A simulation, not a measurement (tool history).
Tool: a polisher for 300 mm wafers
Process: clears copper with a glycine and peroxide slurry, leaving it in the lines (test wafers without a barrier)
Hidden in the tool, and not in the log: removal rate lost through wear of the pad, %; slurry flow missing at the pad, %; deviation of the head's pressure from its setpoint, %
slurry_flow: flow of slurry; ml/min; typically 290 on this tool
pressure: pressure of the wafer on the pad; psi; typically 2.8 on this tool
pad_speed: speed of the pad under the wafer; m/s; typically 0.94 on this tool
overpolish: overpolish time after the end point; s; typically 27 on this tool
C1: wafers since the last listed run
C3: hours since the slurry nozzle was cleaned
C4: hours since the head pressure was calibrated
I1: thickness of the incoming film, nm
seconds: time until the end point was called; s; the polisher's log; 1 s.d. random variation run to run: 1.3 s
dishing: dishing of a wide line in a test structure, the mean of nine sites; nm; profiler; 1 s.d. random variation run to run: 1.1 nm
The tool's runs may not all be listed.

{"run": 1, "hour": 0.0, "slurry_flow": 245, "pressure": 2.8, "pad_speed": 0.94, "overpolish": 27, "C1": 0, "wafers polished on this pad": 146, "C3": 126.1, "C4": 455.6, "I1": 412.9, "seconds": 101.4, "dishing": 70.8}
{"run": 2, "hour": 14.7, "slurry_flow": 245, "pressure": 2.8, "pad_speed": 0.94, "overpolish": 27, "C1": 113, "wafers polished on this pad": 259, "C3": 140.8, "C4": 470.3, "I1": 418.1, "seconds": 101.3, "dishing": 69.6}
{"run": 3, "hour": 21.9, "slurry_flow": 245, "pressure": 2.8, "pad_speed": 0.94, "overpolish": 27, "C1": 55, "wafers polished on this pad": 315, "C3": 148, "C4": 477.5, "I1": 410.3, "seconds": 98.8, "dishing": 68.9}
{"run": 4, "hour": 36.1, "slurry_flow": 290, "pressure": 2.8, "pad_speed": 0.94, "overpolish": 27, "C1": 109, "wafers polished on this pad": 424, "C3": 162.2, "C4": 491.7, "I1": 416.5, "seconds": 98.4, "dishing": 68.3}
{"run": 5, "hour": 46.2, "slurry_flow": 290, "pressure": 2.8, "pad_speed": 0.94, "overpolish": 27, "C1": 77, "wafers polished on this pad": 502, "C3": 172.3, "C4": 501.8, "I1": 410.9, "seconds": 97.8, "dishing": 71.5}
{"run": 6, "hour": 60.6, "slurry_flow": 290, "pressure": 2.8, "pad_speed": 0.94, "overpolish": 27, "C1": 111, "wafers polished on this pad": 613, "C3": 186.7, "C4": 516.2, "I1": 408.6, "seconds": 98.2, "dishing": 70.4}
{"run": 7, "hour": 70.2, "slurry_flow": 290, "pressure": 2.8, "pad_speed": 0.94, "overpolish": 27, "C1": 74, "wafers polished on this pad": 687, "C3": 196.3, "C4": 525.8, "I1": 412.3, "seconds": 97.5, "dishing": 67.1}
{"run": 8, "hour": 80.8, "slurry_flow": 290, "pressure": 2.8, "pad_speed": 0.94, "overpolish": 21, "C1": 81, "wafers polished on this pad": 769, "C3": 206.9, "C4": 536.4, "I1": 411.3, "seconds": 99.5, "dishing": 58.7}
{"run": 9, "hour": 96.8, "slurry_flow": 290, "pressure": 2.8, "pad_speed": 0.94, "overpolish": 27, "C1": 123, "wafers polished on this pad": 893, "C3": 222.9, "C4": 552.4, "I1": 412.6, "seconds": 97.1, "dishing": 69.1}
{"run": 10, "hour": 104.2, "slurry_flow": 290, "pressure": 2.8, "pad_speed": 0.94, "overpolish": 27, "C1": 57, "wafers polished on this pad": 950, "C3": 230.3, "C4": 559.8, "I1": 406.3, "seconds": 97.1, "dishing": 69.4}
{"hour": 117.5, "done": "worn pad replaced by a new one"}
{"run": 11, "hour": 118.4, "slurry_flow": 290, "pressure": 2.8, "pad_speed": 0.94, "overpolish": 27, "C1": 78, "wafers polished on this pad": 7, "C3": 244.5, "C4": 574, "I1": 412.6, "seconds": 98.7, "dishing": 68.7}
{"run": 12, "hour": 132.4, "slurry_flow": 290, "pressure": 2.8, "pad_speed": 0.94, "overpolish": 27, "C1": 108, "wafers polished on this pad": 115, "C3": 258.5, "C4": 588, "I1": 413.2, "seconds": 98.4, "dishing": 71.1}
{"run": 13, "hour": 145.0, "slurry_flow": 290, "pressure": 2.8, "pad_speed": 0.94, "overpolish": 27, "C1": 97, "wafers polished on this pad": 212, "C3": 271.1, "C4": 600.6, "I1": 412, "seconds": 99.3, "dishing": 69.6}
{"run": 14, "hour": 160.3, "slurry_flow": 290, "pressure": 2.8, "pad_speed": 0.94, "overpolish": 27, "C1": 118, "wafers polished on this pad": 330, "C3": 286.4, "C4": 615.9, "I1": 414.5, "seconds": 97.4, "dishing": 71}
{"run": 15, "hour": 169.8, "slurry_flow": 335, "pressure": 2.8, "pad_speed": 0.94, "overpolish": 27, "C1": 73, "wafers polished on this pad": 403, "C3": 295.9, "C4": 625.4, "I1": 404.7, "seconds": 95.5, "dishing": 71.2}
{"hour": 174.8, "done": "head pressure recalibrated"}
{"run": 16, "hour": 180.8, "slurry_flow": 290, "pressure": 2.1, "pad_speed": 1.22, "overpolish": 39, "C1": 69, "wafers polished on this pad": 473, "C3": 306.9, "C4": 6, "I1": 408.3, "seconds": 93.9, "dishing": 92.8}
{"run": 17, "hour": 194.5, "slurry_flow": 290, "pressure": 3.4, "pad_speed": 0.72, "overpolish": 32, "C1": 105, "wafers polished on this pad": 578, "C3": 320.6, "C4": 19.7, "I1": 412.2, "seconds": 108.5, "dishing": 73.5}
{"run": 18, "hour": 208.2, "slurry_flow": 340, "pressure": 2.8, "pad_speed": 0.94, "overpolish": 27, "C1": 105, "wafers polished on this pad": 684, "C3": 334.3, "C4": 33.4, "I1": 418.3, "seconds": 99, "dishing": 70.1}
{"run": 19, "hour": 226.0, "slurry_flow": 230, "pressure": 2.4, "pad_speed": 0.76, "overpolish": 20, "C1": 137, "wafers polished on this pad": 821, "C3": 352.1, "C4": 51.2, "I1": 409.1, "seconds": 132.5, "dishing": 44.7}
{"hour": 231.9, "done": "slurry nozzle cleaned"}
{"run": 20, "hour": 243.9, "slurry_flow": 385, "pressure": 2.8, "pad_speed": 0.94, "overpolish": 27, "C1": 130, "wafers polished on this pad": 952, "C3": 12, "C4": 69.1, "I1": 409.2, "seconds": 94.4, "dishing": 70.8}
{"hour": 256.6, "done": "worn pad replaced by a new one"}
{"run": 21, "hour": 259.4, "slurry_flow": 290, "pressure": 2.8, "pad_speed": 0.94, "overpolish": 27, "C1": 88, "wafers polished on this pad": 21, "C3": 27.5, "C4": 84.6, "I1": 403.7, "seconds": 96.8, "dishing": 69.9}
{"run": 22, "hour": 272.4, "slurry_flow": 250, "pressure": 2.8, "pad_speed": 0.76, "overpolish": 17, "C1": 100, "wafers polished on this pad": 122, "C3": 40.5, "C4": 97.6, "I1": 411.5, "seconds": 121.1, "dishing": 41.3}
{"run": 23, "hour": 286.5, "slurry_flow": 290, "pressure": 2.1, "pad_speed": 0.94, "overpolish": 27, "C1": 108, "wafers polished on this pad": 231, "C3": 54.6, "C4": 111.7, "I1": 412.1, "seconds": 113.5, "dishing": 59.4}
{"run": 24, "hour": 317.2, "slurry_flow": 290, "pressure": 3.5, "pad_speed": 1.16, "overpolish": 27, "C1": 236, "wafers polished on this pad": 467, "C3": 85.3, "C4": 142.4, "I1": 411.2, "seconds": 71.6, "dishing": 87.7}
{"run": 25, "hour": 332.6, "slurry_flow": 290, "pressure": 3.6, "pad_speed": 0.78, "overpolish": 27, "C1": 118, "wafers polished on this pad": 586, "C3": 100.7, "C4": 157.8, "I1": 417.9, "seconds": 99.9, "dishing": 71.2}
{"run": 26, "hour": 344.2, "slurry_flow": 245, "pressure": 2.8, "pad_speed": 0.94, "overpolish": 27, "C1": 89, "wafers polished on this pad": 676, "C3": 112.3, "C4": 169.4, "I1": 406.9, "seconds": 97.9, "dishing": 69.8}
{"run": 27, "hour": 355.8, "slurry_flow": 290, "pressure": 2.8, "pad_speed": 0.94, "overpolish": 27, "C1": 89, "wafers polished on this pad": 765, "C3": 123.9, "C4": 181, "I1": 408.3, "seconds": 96, "dishing": 70.1}
{"run": 28, "hour": 372.5, "slurry_flow": 250, "pressure": 2.8, "pad_speed": 0.74, "overpolish": 27, "C1": 128, "wafers polished on this pad": 894, "C3": 140.6, "C4": 197.7, "I1": 407.8, "seconds": 116.7, "dishing": 60.2}
{"run": 29, "hour": 382.4, "slurry_flow": 290, "pressure": 2.8, "pad_speed": 1.2, "overpolish": 38, "C1": 76, "wafers polished on this pad": 970, "C3": 150.5, "C4": 207.6, "I1": 409.6, "seconds": 79.9, "dishing": 98}
{"hour": 394.0, "done": "worn pad replaced by a new one"}
{"run": 30, "hour": 400.3, "slurry_flow": 290, "pressure": 2.5, "pad_speed": 0.94, "overpolish": 27, "C1": 107, "wafers polished on this pad": 48, "C3": 168.4, "C4": 225.5, "I1": 406.9, "seconds": 105.2, "dishing": 66.5}
{"run": 31, "hour": 409.3, "slurry_flow": 290, "pressure": 2.8, "pad_speed": 0.78, "overpolish": 27, "C1": 69, "wafers polished on this pad": 117, "C3": 177.4, "C4": 234.5, "I1": 415.3, "seconds": 115.4, "dishing": 63.6}
{"run": 32, "hour": 421.3, "slurry_flow": 290, "pressure": 3.1, "pad_speed": 0.94, "overpolish": 27, "C1": 92, "wafers polished on this pad": 210, "C3": 189.4, "C4": 246.5, "I1": 413.1, "seconds": 95.3, "dishing": 73.2}
{"run": 33, "hour": 430.3, "slurry_flow": 290, "pressure": 2.8, "pad_speed": 0.94, "overpolish": 12, "C1": 69, "wafers polished on this pad": 279, "C3": 198.4, "C4": 255.5, "I1": 408.2, "seconds": 97, "dishing": 36.2}
{"run": 34, "hour": 446.6, "slurry_flow": 290, "pressure": 2.3, "pad_speed": 0.94, "overpolish": 27, "C1": 125, "wafers polished on this pad": 405, "C3": 214.7, "C4": 271.8, "I1": 411.9, "seconds": 109.7, "dishing": 63.2}
{"run": 35, "hour": 454.6, "slurry_flow": 220, "pressure": 2, "pad_speed": 0.94, "overpolish": 42, "C1": 61, "wafers polished on this pad": 467, "C3": 222.7, "C4": 279.8, "I1": 410.4, "seconds": 121.4, "dishing": 78.6}

Take each entry between the runs: how does the hidden state at the last listed run before it differ from the hidden state at the first listed run after it?
After run 10, before run 11: worn pad replaced by a new one (hour 117.5)
  nothing in the hidden state changes from one run to the other
After run 15, before run 16: head pressure recalibrated (hour 174.8)
  nothing in the hidden state changes from one run to the other
After run 19, before run 20: slurry nozzle cleaned (hour 231.9)
  nothing in the hidden state changes from one run to the other
After run 20, before run 21: worn pad replaced by a new one (hour 256.6)
  nothing in the hidden state changes from one run to the other
After run 29, before run 30: worn pad replaced by a new one (hour 394)
  nothing in the hidden state changes from one run to the other

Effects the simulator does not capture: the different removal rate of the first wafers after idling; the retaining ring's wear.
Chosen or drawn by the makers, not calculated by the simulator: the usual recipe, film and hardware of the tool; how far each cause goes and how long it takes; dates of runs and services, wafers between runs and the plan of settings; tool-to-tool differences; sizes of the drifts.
